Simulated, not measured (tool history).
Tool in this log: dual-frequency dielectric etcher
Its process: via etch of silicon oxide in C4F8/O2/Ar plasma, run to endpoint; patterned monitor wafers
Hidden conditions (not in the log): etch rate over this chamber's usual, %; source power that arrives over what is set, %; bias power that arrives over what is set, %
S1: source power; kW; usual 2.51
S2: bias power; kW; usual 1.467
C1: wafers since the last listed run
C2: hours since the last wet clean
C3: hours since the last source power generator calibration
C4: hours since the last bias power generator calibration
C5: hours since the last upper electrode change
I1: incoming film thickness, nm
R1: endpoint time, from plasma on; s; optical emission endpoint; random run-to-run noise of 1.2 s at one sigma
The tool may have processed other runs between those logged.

run 1 hour=0 | S1=2.51 S2=1.467 | C1=0 C2=0.5 C3=1885.4 C4=932.1 C5=5466.9 | I1=2243.7 | R1=407.5
run 2 hour=29.6 | S1=2.51 S2=1.467 | C1=161 C2=30.1 C3=1915 C4=961.7 C5=5496.5 | I1=2259.9 | R1=410.6
run 3 hour=96 | S1=2.51 S2=1.467 | C1=361 C2=96.5 C3=1981.4 C4=1028.1 C5=5562.9 | I1=2261.5 | R1=411.8
run 4 hour=147.6 | S1=2.51 S2=1.467 | C1=280 C2=148.1 C3=2033 C4=1079.7 C5=5614.5 | I1=2266 | R1=410.1
-- hour=166.9 source power generator calibrated
run 5 hour=175.3 | S1=2.51 S2=1.583 | C1=128 C2=175.8 C3=8.4 C4=1107.4 C5=5642.2 | I1=2232.8 | R1=400.5
run 6 hour=244.9 | S1=2.51 S2=1.467 | C1=378 C2=245.4 C3=78 C4=1177 C5=5711.8 | I1=2241 | R1=412.1
run 7 hour=288.4 | S1=2.51 S2=1.467 | C1=236 C2=288.9 C3=121.5 C4=1220.5 C5=5755.3 | I1=2272.5 | R1=417.3
-- hour=325.7 upper electrode replaced
run 8 hour=326.2 | S1=2.51 S2=1.467 | C1=75 C2=326.7 C3=159.3 C4=1258.3 C5=0.5 | I1=2259.4 | R1=416.9
run 9 hour=377.9 | S1=2.51 S2=1.467 | C1=281 C2=378.4 C3=211 C4=1310 C5=52.2 | I1=2235.4 | R1=411.5
run 10 hour=434.3 | S1=2.51 S2=1.467 | C1=306 C2=434.8 C3=267.4 C4=1366.4 C5=108.6 | I1=2262.9 | R1=417.7
-- hour=497.4 wet clean of the chamber
run 11 hour=505.6 | S1=2.51 S2=1.691 | C1=257 C2=8.2 C3=338.7 C4=1437.7 C5=179.9 | I1=2261.4 | R1=396.2
run 12 hour=551.5 | S1=2.51 S2=1.691 | C1=249 C2=54.1 C3=384.6 C4=1483.6 C5=225.8 | I1=2258.4 | R1=396.9
run 13 hour=594.7 | S1=2.51 S2=1.691 | C1=235 C2=97.3 C3=427.8 C4=1526.8 C5=269 | I1=2262.6 | R1=398.3
run 14 hour=632.8 | S1=1.93 S2=1.728 | C1=207 C2=135.4 C3=465.9 C4=1564.9 C5=307.1 | I1=2246.6 | R1=414.6
run 15 hour=682.3 | S1=2.27 S2=1.812 | C1=269 C2=184.9 C3=515.4 C4=1614.4 C5=356.6 | I1=2253.9 | R1=399.8
run 16 hour=730.6 | S1=3.05 S2=1.28 | C1=262 C2=233.2 C3=563.7 C4=1662.7 C5=404.9 | I1=2256.7 | R1=406.1
run 17 hour=789.8 | S1=2.51 S2=1.467 | C1=322 C2=292.4 C3=622.9 C4=1721.9 C5=464.1 | I1=2264.7 | R1=415.2
run 18 hour=827.3 | S1=3.1 S2=1.603 | C1=204 C2=329.9 C3=660.4 C4=1759.4 C5=501.6 | I1=2254.3 | R1=389.6
run 19 hour=856.1 | S1=2.73 S2=1.741 | C1=156 C2=358.7 C3=689.2 C4=1788.2 C5=530.4 | I1=2283.3 | R1=395.4
run 20 hour=906.6 | S1=2.51 S2=1.221 | C1=274 C2=409.2 C3=739.7 C4=1838.7 C5=580.9 | I1=2244.7 | R1=429.8
run 21 hour=974.3 | S1=1.97 S2=1.8 | C1=368 C2=476.9 C3=807.4 C4=1906.4 C5=648.6 | I1=2259.9 | R1=416.8
-- hour=1042.3 wet clean of the chamber
-- hour=1044.2 bias power generator calibrated
run 22 hour=1044.7 | S1=2.76 S2=1.467 | C1=242 C2=2.4 C3=877.8 C4=0.5 C5=719 | I1=2242.2 | R1=398.5
run 23 hour=1107.1 | S1=2.51 S2=1.467 | C1=339 C2=64.8 C3=940.2 C4=62.9 C5=781.4 | I1=2252 | R1=407.3
run 24 hour=1157.7 | S1=2.51 S2=1.467 | C1=275 C2=115.4 C3=990.8 C4=113.5 C5=832 | I1=2259.4 | R1=408.8
run 25 hour=1229.7 | S1=2.3 S2=1.575 | C1=391 C2=187.4 C3=1062.8 C4=185.5 C5=904 | I1=2247.2 | R1=410.8
run 26 hour=1296 | S1=2.3 S2=1.604 | C1=360 C2=253.7 C3=1129.1 C4=251.8 C5=970.3 | I1=2268.5 | R1=414.1
run 27 hour=1338.9 | S1=3.12 S2=1.467 | C1=233 C2=296.6 C3=1172 C4=294.7 C5=1013.2 | I1=2265.3 | R1=396.7
run 28 hour=1386.7 | S1=2.51 S2=1.252 | C1=260 C2=344.4 C3=1219.8 C4=342.5 C5=1061 | I1=2269.8 | R1=430.2
run 29 hour=1458.5 | S1=2.51 S2=1.467 | C1=390 C2=416.2 C3=1291.6 C4=414.3 C5=1132.8 | I1=2281.8 | R1=421.3
run 30 hour=1483.7 | S1=2.51 S2=1.467 | C1=137 C2=441.4 C3=1316.8 C4=439.5 C5=1158 | I1=2264.8 | R1=417
run 31 hour=1521 | S1=2.51 S2=1.467 | C1=202 C2=478.7 C3=1354.1 C4=476.8 C5=1195.3 | I1=2268 | R1=419.1
run 32 hour=1555.3 | S1=2.51 S2=1.114 | C1=186 C2=513 C3=1388.4 C4=511.1 C5=1229.6 | I1=2298 | R1=450.8
-- hour=1604.8 wet clean of the chamber
run 33 hour=1605.3 | S1=2.79 S2=1.295 | C1=141 C2=0.5 C3=1438.4 C4=561.1 C5=1279.6 | I1=2234.2 | R1=408.5
run 34 hour=1640 | S1=2.51 S2=1.467 | C1=188 C2=35.2 C3=1473.1 C4=595.8 C5=1314.3 | I1=2274.9 | R1=411.3

Per-run results on a tool with no hidden state, each run keeping its own random variation:
run=1 R1=408.1
run=2 R1=410.6
run=3 R1=410.6
run=4 R1=408
run=5 R1=398
run=6 R1=408.2
run=7 R1=412.6
run=8 R1=411.5
run=9 R1=405.2
run=10 R1=410.3
run=11 R1=397.1
run=12 R1=397.1
run=13 R1=397.8
run=14 R1=413.4
run=15 R1=397.9
run=16 R1=403.2
run=17 R1=411.2
run=18 R1=385.3
run=19 R1=390.6
run=20 R1=423.5
run=21 R1=409.8
run=22 R1=400.9
run=23 R1=408.5
run=24 R1=409
run=25 R1=409.5
run=26 R1=411.5
run=27 R1=393.4
run=28 R1=425.6
run=29 R1=415.4
run=30 R1=410.6
run=31 R1=411.9
run=32 R1=442.3
run=33 R1=409
run=34 R1=411.2
